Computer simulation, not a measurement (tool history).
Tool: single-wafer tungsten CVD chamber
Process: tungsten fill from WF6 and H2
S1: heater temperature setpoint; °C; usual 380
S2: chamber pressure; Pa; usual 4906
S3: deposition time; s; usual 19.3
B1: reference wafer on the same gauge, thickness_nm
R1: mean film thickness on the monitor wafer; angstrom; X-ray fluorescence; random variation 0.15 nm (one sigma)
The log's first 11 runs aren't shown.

run 12 hour=801.8 | S1=380 S2=4906 S3=19.3 | B1=38.290 | R1=388.19
run 13 hour=879.3 | S1=385 S2=4093 S3=21.4 | B1=38.268 | R1=424.92
run 14 hour=945.8 | S1=373 S2=3880 S3=22.5 | B1=38.305 | R1=348.15
-- hour=1223.7 thermocouple changed; heater temperature recalibrated
run 15 hour=1246.6 | S1=380 S2=4906 S3=19.3 | B1=38.258 | R1=404.29
run 16 hour=1349.7 | S1=373 S2=5533 S3=19.3 | B1=38.251 | R1=371.26
run 17 hour=1443.2 | S1=392 S2=5813 S3=21.0 | B1=38.324 | R1=580.55
run 18 hour=1524.1 | S1=380 S2=5959 S3=19.3 | B1=38.277 | R1=435.37
run 19 hour=1601.7 | S1=380 S2=4906 S3=19.3 | B1=38.315 | R1=394.96
run 20 hour=1665.5 | S1=386 S2=4266 S3=15.8 | B1=38.311 | R1=333.60
run 21 hour=1703.5 | S1=380 S2=4906 S3=19.3 | B1=38.300 | R1=393.25
run 22 hour=1752.9 | S1=380 S2=4906 S3=19.3 | B1=38.287 | R1=390.48
run 23 hour=1796.5 | S1=385 S2=5546 S3=22.4 | B1=38.351 | R1=529.56
run 24 hour=1850.8 | S1=380 S2=4906 S3=19.3 | B1=38.307 | R1=389.78
run 25 hour=1925.6 | S1=380 S2=5253 S3=16.3 | B1=38.310 | R1=338.92
run 26 hour=2014.3 | S1=380 S2=4906 S3=19.3 | B1=38.307 | R1=388.65
run 27 hour=2058.8 | S1=374 S2=3840 S3=22.6 | B1=38.291 | R1=357.17
run 28 hour=2144.3 | S1=380 S2=4906 S3=19.3 | B1=38.284 | R1=387.55
run 29 hour=2203.3 | S1=391 S2=5693 S3=17.7 | B1=38.290 | R1=468.58
run 30 hour=2245.9 | S1=393 S2=4906 S3=15.8 | B1=38.273 | R1=398.08
run 31 hour=2324.2 | S1=380 S2=5653 S3=18.1 | B1=38.316 | R1=391.55
run 32 hour=2425.2 | S1=387 S2=4906 S3=19.3 | B1=38.240 | R1=436.05
-- hour=2476.5 gauge calibrated
run 33 hour=2520.0 | S1=371 S2=5586 S3=20.8 | B1=38.351 | R1=378.06
-- hour=2543.5 capacitance manometer re-zeroed and calibrated
run 34 hour=2557.8 | S1=366 S2=5626 S3=22.1 | B1=38.313 | R1=365.55

4 ways to go on from here, each from the tool as it stands after run 34. What would each give?
run A hour=2558.2 | S1=380 S2=4906 S3=19.3 | B1=? | R1=?
run B hour=2558.2 | S1=380 S2=4520 S3=23.0 | B1=? | R1=?
run C hour=2558.2 | S1=376 S2=4906 S3=19.3 | B1=? | R1=?
run D hour=2558.2 | S1=380 S2=4240 S3=19.3 | B1=? | R1=?

run=A B1=38.315 R1=384.32
run=B B1=38.315 R1=439.22
run=C B1=38.315 R1=356.99
run=D B1=38.315 R1=356.12
Without the tool's hidden state the same runs would have given:
run=A R1=400.03
run=B R1=457.17
run=C R1=371.74
run=D R1=370.67

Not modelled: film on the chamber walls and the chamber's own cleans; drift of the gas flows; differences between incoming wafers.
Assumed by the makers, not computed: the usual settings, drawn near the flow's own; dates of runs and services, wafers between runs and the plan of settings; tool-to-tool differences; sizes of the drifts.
